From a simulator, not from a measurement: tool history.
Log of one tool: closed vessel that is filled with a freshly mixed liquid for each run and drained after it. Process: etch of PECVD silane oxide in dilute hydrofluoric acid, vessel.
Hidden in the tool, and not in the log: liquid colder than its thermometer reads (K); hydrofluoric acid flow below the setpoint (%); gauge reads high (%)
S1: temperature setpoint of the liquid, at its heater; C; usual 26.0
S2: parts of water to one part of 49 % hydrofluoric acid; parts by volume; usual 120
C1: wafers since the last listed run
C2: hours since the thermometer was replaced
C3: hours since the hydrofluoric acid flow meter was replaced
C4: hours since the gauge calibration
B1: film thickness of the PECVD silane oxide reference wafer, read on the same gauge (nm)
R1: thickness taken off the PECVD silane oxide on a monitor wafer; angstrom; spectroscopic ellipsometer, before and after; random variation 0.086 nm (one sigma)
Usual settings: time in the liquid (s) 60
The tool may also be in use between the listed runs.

run 1 hour=0.0 | S1=26.0 S2=120 time_in_the_liquid_(s)=60 | C1=0 C2=374.3 C3=1664.1 C4=1364.6 | B1=59.97 | R1=186.4
run 2 hour=41.7 | S1=26.0 S2=120 time_in_the_liquid_(s)=60 | C1=4342 C2=416.0 C3=1705.8 C4=1406.3 | B1=60.06 | R1=186.4
run 3 hour=92.0 | S1=27.5 S2=90 time_in_the_liquid_(s)=60 | C1=5238 C2=466.3 C3=1756.1 C4=1456.6 | B1=60.01 | R1=276.9
run 4 hour=154.4 | S1=27.5 S2=90 time_in_the_liquid_(s)=60 | C1=6498 C2=528.7 C3=1818.5 C4=1519.0 | B1=60.03 | R1=277.1
run 5 hour=249.4 | S1=27.5 S2=90 time_in_the_liquid_(s)=60 | C1=9892 C2=623.7 C3=1913.5 C4=1614.0 | B1=60.02 | R1=275.1
-- hour=280.3 hydrofluoric acid flow meter replaced
run 6 hour=342.3 | S1=26.0 S2=120 time_in_the_liquid_(s)=60 | C1=9570 C2=716.6 C3=62.0 C4=1706.9 | B1=60.01 | R1=186.5
run 7 hour=417.2 | S1=26.0 S2=120 time_in_the_liquid_(s)=60 | C1=7799 C2=791.5 C3=136.9 C4=1781.8 | B1=59.95 | R1=187.2
run 8 hour=453.8 | S1=26.0 S2=110 time_in_the_liquid_(s)=60 | C1=3811 C2=828.1 C3=173.5 C4=1818.4 | B1=60.02 | R1=206.4
run 9 hour=547.2 | S1=26.0 S2=110 time_in_the_liquid_(s)=60 | C1=9726 C2=921.5 C3=266.9 C4=1911.8 | B1=59.99 | R1=207.2
run 10 hour=611.3 | S1=26.0 S2=120 time_in_the_liquid_(s)=60 | C1=6675 C2=985.6 C3=331.0 C4=1975.9 | B1=59.95 | R1=187.0
run 11 hour=666.3 | S1=30.5 S2=75 time_in_the_liquid_(s)=40 | C1=5727 C2=1040.6 C3=386.0 C4=2030.9 | B1=59.96 | R1=252.4
run 12 hour=746.2 | S1=26.0 S2=120 time_in_the_liquid_(s)=60 | C1=8320 C2=1120.5 C3=465.9 C4=2110.8 | B1=59.99 | R1=188.1
run 13 hour=844.9 | S1=28.0 S2=120 time_in_the_liquid_(s)=95 | C1=10278 C2=1219.2 C3=564.6 C4=2209.5 | B1=60.02 | R1=320.7
run 14 hour=929.3 | S1=26.0 S2=80 time_in_the_liquid_(s)=30 | C1=8789 C2=1303.6 C3=649.0 C4=2293.9 | B1=60.01 | R1=148.7
-- hour=938.2 thermometer replaced
run 15 hour=1010.2 | S1=28.5 S2=120 time_in_the_liquid_(s)=30 | C1=8320 C2=72.0 C3=729.9 C4=2374.8 | B1=60.01 | R1=103.5
run 16 hour=1062.4 | S1=26.0 S2=120 time_in_the_liquid_(s)=60 | C1=5435 C2=124.2 C3=782.1 C4=2427.0 | B1=60.03 | R1=188.2
run 17 hour=1170.4 | S1=21.5 S2=120 time_in_the_liquid_(s)=85 | C1=11246 C2=232.2 C3=890.1 C4=2535.0 | B1=60.01 | R1=222.3
run 18 hour=1257.5 | S1=28.5 S2=120 time_in_the_liquid_(s)=60 | C1=9070 C2=319.3 C3=977.2 C4=2622.1 | B1=60.00 | R1=207.0
-- hour=1280.6 gauge calibrated
run 19 hour=1311.1 | S1=22.0 S2=85 time_in_the_liquid_(s)=50 | C1=5581 C2=372.9 C3=1030.8 C4=30.5 | B1=59.97 | R1=197.7
run 20 hour=1379.5 | S1=26.0 S2=120 time_in_the_liquid_(s)=80 | C1=7122 C2=441.3 C3=1099.2 C4=98.9 | B1=59.99 | R1=250.1
run 21 hour=1449.4 | S1=26.0 S2=80 time_in_the_liquid_(s)=70 | C1=7279 C2=511.2 C3=1169.1 C4=168.8 | B1=60.02 | R1=346.1
run 22 hour=1599.3 | S1=23.0 S2=120 time_in_the_liquid_(s)=95 | C1=15609 C2=661.1 C3=1319.0 C4=318.7 | B1=59.99 | R1=263.2
run 23 hour=1687.4 | S1=26.0 S2=175 time_in_the_liquid_(s)=60 | C1=9174 C2=749.2 C3=1407.1 C4=406.8 | B1=59.99 | R1=120.6
run 24 hour=1753.1 | S1=27.5 S2=90 time_in_the_liquid_(s)=60 | C1=6841 C2=814.9 C3=1472.8 C4=472.5 | B1=59.99 | R1=274.9
run 25 hour=1799.1 | S1=26.0 S2=120 time_in_the_liquid_(s)=60 | C1=4790 C2=860.9 C3=1518.8 C4=518.5 | B1=60.00 | R1=187.2
run 26 hour=1880.8 | S1=26.0 S2=120 time_in_the_liquid_(s)=60 | C1=8507 C2=942.6 C3=1600.5 C4=600.2 | B1=60.03 | R1=188.1
run 27 hour=1959.8 | S1=26.0 S2=100 time_in_the_liquid_(s)=60 | C1=8226 C2=1021.6 C3=1679.5 C4=679.2 | B1=59.98 | R1=230.5
run 28 hour=2057.8 | S1=26.0 S2=120 time_in_the_liquid_(s)=60 | C1=10205 C2=1119.6 C3=1777.5 C4=777.2 | B1=59.98 | R1=186.8
run 29 hour=2155.2 | S1=24.0 S2=120 time_in_the_liquid_(s)=90 | C1=10142 C2=1217.0 C3=1874.9 C4=874.6 | B1=59.99 | R1=260.2
run 30 hour=2244.1 | S1=26.0 S2=120 time_in_the_liquid_(s)=60 | C1=9257 C2=1305.9 C3=1963.8 C4=963.5 | B1=59.99 | R1=187.7
run 31 hour=2325.8 | S1=26.0 S2=120 time_in_the_liquid_(s)=60 | C1=8507 C2=1387.6 C3=2045.5 C4=1045.2 | B1=60.00 | R1=188.1
-- hour=2354.2 hydrofluoric acid flow meter replaced
run 32 hour=2395.0 | S1=26.0 S2=120 time_in_the_liquid_(s)=60 | C1=7102 C2=1456.8 C3=40.8 C4=1114.4 | B1=59.97 | R1=186.9

The tool's hidden state at each run:
liquid colder than its thermometer reads (K): 0 in every run
hydrofluoric acid flow below the setpoint (%): 0 in every run
gauge reads high (%): 0 in every run
